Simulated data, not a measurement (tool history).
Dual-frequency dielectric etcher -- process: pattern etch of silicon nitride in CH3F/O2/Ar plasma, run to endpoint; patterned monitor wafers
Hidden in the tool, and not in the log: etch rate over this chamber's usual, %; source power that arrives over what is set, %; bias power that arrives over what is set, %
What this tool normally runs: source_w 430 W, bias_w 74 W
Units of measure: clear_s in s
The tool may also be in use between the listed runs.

run   hour  source_w  bias_w  wafers since the last listed run  hours since the last wet clean  hours since the last source power generator calibration  hours since the last bias power generator calibration  hours since the last upper electrode change  incoming incoming film thickness, nm  clear_s
  1      0       430      81                                 0                           568.5                                                   3013.2                                                 2376.6                                       5195.5                                  58.4     74.2
  2   33.8       430      74                               343                           602.3                                                     3047                                                 2410.4                                       5229.3                                  58.1       75
  3   67.8       430      74                               345                           636.3                                                     3081                                                 2444.4                                       5263.3                                  59.4     76.4
  4   93.7       430      74                               262                           662.2                                                   3106.9                                                 2470.3                                       5289.2                                  59.4     76.8
  5  122.1       430      82                               288                           690.6                                                   3135.3                                                 2498.7                                       5317.6                                  58.8     73.8
       166  -- wet clean of the chamber
  6  166.5       430      82                               207                             0.5                                                   3179.7                                                 2543.1                                         5362                                    59     76.1
  7    172       430      74                                55                               6                                                   3185.2                                                 2548.6                                       5367.5                                  59.2     78.3
  8  204.5       430      74                               329                            38.5                                                   3217.7                                                 2581.1                                         5400                                  58.5     77.1
  9  221.4       430      74                               171                            55.4                                                   3234.6                                                   2598                                       5416.9                                  58.3       77
 10  246.7       430      74                               256                            80.7                                                   3259.9                                                 2623.3                                       5442.2                                  58.9     77.1
 11  263.3       430      74                               168                            97.3                                                   3276.5                                                 2639.9                                       5458.8                                  58.7     77.3
 12  280.1       370      74                               170                           114.1                                                   3293.3                                                 2656.7                                       5475.6                                  58.7       80
     308.5  -- upper electrode replaced
 13    309       370      74                                49                             143                                                   3322.2                                                 2685.6                                          0.5                                  58.7     79.6
     314.8  -- bias power generator calibrated
     321.4  -- source power generator calibrated
 14    332       430      74                               152                             166                                                     10.6                                                   17.2                                         23.5                                  58.9     77.7
 15  364.9       480      62                               333                           198.9                                                     43.5                                                   50.1                                         56.4                                  58.3     77.2
 16  397.8       500      89                               333                           231.8                                                     76.4                                                     83                                         89.3                                  58.4     69.7
 17  414.2       320      74                               166                           248.2                                                     92.8                                                   99.4                                        105.7                                  58.7     82.1
 18  444.6       430      74                               308                           278.6                                                    123.2                                                  129.8                                        136.1                                  58.9     77.2
 19  464.7       430      74                               204                           298.7                                                    143.3                                                  149.9                                        156.2                                  58.6     76.5
 20  493.2       510      69                               289                           327.2                                                    171.8                                                  178.4                                        184.7                                  58.6     74.2
 21    508       430      74                               150                             342                                                    186.6                                                  193.2                                        199.5                                  59.1     77.2
 22    524       430      79                               162                             358                                                    202.6                                                  209.2                                        215.5                                  58.3     74.5
 23  549.6       430      64                               259                           383.6                                                    228.2                                                  234.8                                        241.1                                  58.9     78.9
 24  605.5       360      65                               567                           439.5                                                    284.1                                                  290.7                                          297                                  58.2     80.9
 25  694.1       370      92                               899                           528.1                                                    372.7                                                  379.3                                        385.6                                  58.6     74.1
 26    718       320      74                               242                             552                                                    396.6                                                  403.2                                        409.5                                  57.6     79.4
 27  737.7       540      74                               199                           571.7                                                    416.3                                                  422.9                                        429.2                                  58.5       71
 28  763.4       480      57                               260                           597.4                                                      442                                                  448.6                                        454.9                                  59.6     79.1
 29  798.1       530      66                               352                           632.1                                                    476.7                                                  483.3                                        489.6                                  58.8     73.4
 30  817.2       390      79                               193                           651.2                                                    495.8                                                  502.4                                        508.7                                  58.9     76.2
     849.8  -- wet clean of the chamber
 31  850.3       480      88                                92                             0.5                                                    528.9                                                  535.5                                        541.8                                  58.2       72
 32  869.7       430      74                               196                            19.9                                                    548.3                                                  554.9                                        561.2                                    59     78.2
 33  881.9       490      60                               123                            32.1                                                    560.5                                                  567.1                                        573.4                                  58.2       78
 34  907.9       400      81                               263                            58.1                                                    586.5                                                  593.1                                        599.4                                  58.9     77.4

How the hidden state differs across the entries between the runs, from the last listed run before each to the first after it:
From run 5 to run 6: wet clean of the chamber (hour 166)
  etch rate over this chamber's usual, %: 3.51 -> 0.369
  measured minus no-state result, clear_s: -2.5 -> -0.2 s
From run 12 to run 13: upper electrode replaced (hour 308.5)
  etch rate over this chamber's usual, %: 0.959 -> 1.11
  measured minus no-state result, clear_s: -0.8 -> -0.9 s
From run 13 to run 14: bias power generator calibrated (hour 314.8); source power generator calibrated (hour 321.4)
  etch rate over this chamber's usual, %: 1.11 -> 1.23
  measured minus no-state result, clear_s: -0.9 -> -1 s
From run 30 to run 31: wet clean of the chamber (hour 849.8)
  etch rate over this chamber's usual, %: 3.75 -> 0.434
  measured minus no-state result, clear_s: -2.9 -> -0.3 s

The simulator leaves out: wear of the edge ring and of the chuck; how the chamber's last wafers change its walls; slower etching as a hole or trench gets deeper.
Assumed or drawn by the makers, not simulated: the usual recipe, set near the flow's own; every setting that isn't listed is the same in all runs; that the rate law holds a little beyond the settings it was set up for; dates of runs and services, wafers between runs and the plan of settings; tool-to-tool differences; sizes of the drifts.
